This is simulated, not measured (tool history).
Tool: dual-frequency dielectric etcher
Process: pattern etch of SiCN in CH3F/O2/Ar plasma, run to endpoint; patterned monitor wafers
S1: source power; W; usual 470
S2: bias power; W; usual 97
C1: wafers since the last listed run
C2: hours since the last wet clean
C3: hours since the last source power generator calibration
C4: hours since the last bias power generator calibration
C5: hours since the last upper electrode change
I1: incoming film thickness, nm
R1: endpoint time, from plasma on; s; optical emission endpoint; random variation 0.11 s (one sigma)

{"run": 1, "hour": 0.0, "S1": 470, "S2": 97, "C1": 0, "C2": 21.4, "C3": 3287.7, "C4": 4178.1, "C5": 3074.9, "I1": 9.43, "R1": 20.5}
{"run": 2, "hour": 34.3, "S1": 470, "S2": 97, "C1": 361, "C2": 55.7, "C3": 3322.0, "C4": 4212.4, "C5": 3109.2, "I1": 9.34, "R1": 20.3}
{"run": 3, "hour": 70.2, "S1": 470, "S2": 97, "C1": 378, "C2": 91.6, "C3": 3357.9, "C4": 4248.3, "C5": 3145.1, "I1": 9.37, "R1": 20.7}
{"run": 4, "hour": 108.6, "S1": 470, "S2": 79, "C1": 404, "C2": 130.0, "C3": 3396.3, "C4": 4286.7, "C5": 3183.5, "I1": 9.42, "R1": 22.5}
{"run": 5, "hour": 174.7, "S1": 470, "S2": 79, "C1": 696, "C2": 196.1, "C3": 3462.4, "C4": 4352.8, "C5": 3249.6, "I1": 9.45, "R1": 22.7}
{"run": 6, "hour": 200.4, "S1": 430, "S2": 115, "C1": 270, "C2": 221.8, "C3": 3488.1, "C4": 4378.5, "C5": 3275.3, "I1": 9.29, "R1": 19.7}
{"run": 7, "hour": 250.1, "S1": 430, "S2": 97, "C1": 523, "C2": 271.5, "C3": 3537.8, "C4": 4428.2, "C5": 3325.0, "I1": 9.4, "R1": 21.6}
{"hour": 289.2, "done": "bias power generator calibrated"}
{"hour": 301.1, "done": "upper electrode replaced"}
{"run": 8, "hour": 303.2, "S1": 470, "S2": 97, "C1": 392, "C2": 324.6, "C3": 3590.9, "C4": 14.0, "C5": 2.1, "I1": 9.42, "R1": 21.2}
{"hour": 326.9, "done": "source power generator calibrated"}
{"run": 9, "hour": 369.9, "S1": 510, "S2": 115, "C1": 660, "C2": 391.3, "C3": 43.0, "C4": 80.7, "C5": 68.8, "I1": 9.46, "R1": 19.2}
{"run": 10, "hour": 437.6, "S1": 380, "S2": 113, "C1": 713, "C2": 459.0, "C3": 110.7, "C4": 148.4, "C5": 136.5, "I1": 9.46, "R1": 21.6}
{"hour": 487.5, "done": "wet clean of the chamber"}
{"run": 11, "hour": 490.7, "S1": 410, "S2": 97, "C1": 306, "C2": 3.2, "C3": 163.8, "C4": 201.5, "C5": 189.6, "I1": 9.4, "R1": 21.2}
{"run": 12, "hour": 521.6, "S1": 420, "S2": 83, "C1": 325, "C2": 34.1, "C3": 194.7, "C4": 232.4, "C5": 220.5, "I1": 9.38, "R1": 22.6}
{"run": 13, "hour": 558.0, "S1": 470, "S2": 97, "C1": 383, "C2": 70.5, "C3": 231.1, "C4": 268.8, "C5": 256.9, "I1": 9.4, "R1": 20.4}
{"run": 14, "hour": 593.3, "S1": 400, "S2": 115, "C1": 372, "C2": 105.8, "C3": 266.4, "C4": 304.1, "C5": 292.2, "I1": 9.45, "R1": 20.4}
{"run": 15, "hour": 642.0, "S1": 520, "S2": 118, "C1": 513, "C2": 154.5, "C3": 315.1, "C4": 352.8, "C5": 340.9, "I1": 9.47, "R1": 18.4}
{"run": 16, "hour": 737.7, "S1": 550, "S2": 97, "C1": 1008, "C2": 250.2, "C3": 410.8, "C4": 448.5, "C5": 436.6, "I1": 9.36, "R1": 19.5}

Forecast each of these 3 alternatives for the next run:
{"run": "A", "hour": 738.1, "S1": 470, "S2": 97, "C1": 4, "C2": 250.6, "C3": 411.2, "C4": 448.9, "C5": 437.0, "I1": 9.42, "R1": "?"}
{"run": "B", "hour": 738.1, "S1": 570, "S2": 114, "C1": 4, "C2": 250.6, "C3": 411.2, "C4": 448.9, "C5": 437.0, "I1": 9.42, "R1": "?"}
{"run": "C", "hour": 738.1, "S1": 470, "S2": 74, "C1": 4, "C2": 250.6, "C3": 411.2, "C4": 448.9, "C5": 437.0, "I1": 9.42, "R1": "?"}

run=A R1=20.8
run=B R1=18.2
run=C R1=23.2
Without the tool's hidden state the same runs would have given:
run=A R1=20.6
run=B R1=17.9
run=C R1=22.9
